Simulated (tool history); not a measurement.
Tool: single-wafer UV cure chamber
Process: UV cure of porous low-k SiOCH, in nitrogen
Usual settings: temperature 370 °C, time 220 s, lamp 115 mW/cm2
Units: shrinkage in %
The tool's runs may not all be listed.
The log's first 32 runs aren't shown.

run,hour,temperature,time,lamp,wafers since the last listed run,hours since the UV bulbs were replaced,wafers since the quartz window was cleaned,shrinkage
33,2466.0,370,130,115,427,2518.2,5094,10.503
# hour 2564.4: UV bulbs replaced
34,2564.9,380,220,115,843,0.5,5938,13.849
# hour 2639.4: quartz window cleaned
35,2661.3,370,335,115,820,96.9,202,15.932
36,2704.6,354,220,154,401,140.2,604,14.462
37,2793.0,370,220,138,820,228.6,1425,14.578
38,2938.7,370,220,115,1352,374.3,2778,13.359
39,2977.9,381,280,100,363,413.5,3141,14.034
40,3037.6,370,220,115,554,473.2,3696,13.509
41,3128.4,356,150,153,842,564.0,4539,12.512
# hour 3205.8: quartz window cleaned
42,3214.5,357,220,115,725,650.1,80,12.989
43,3300.1,370,220,115,794,735.7,875,13.287

Forecast each of these 3 alternatives for the next run:
A,3300.6,370,220,115,4,736.2,880,?
B,3300.6,381,220,145,4,736.2,880,?
C,3300.6,370,315,87,4,736.2,880,?

run,shrinkage
A,13.236
B,14.599
C,13.625
Without the tool's hidden state the same runs would have given:
run,shrinkage
A,13.622
B,14.993
C,14.014
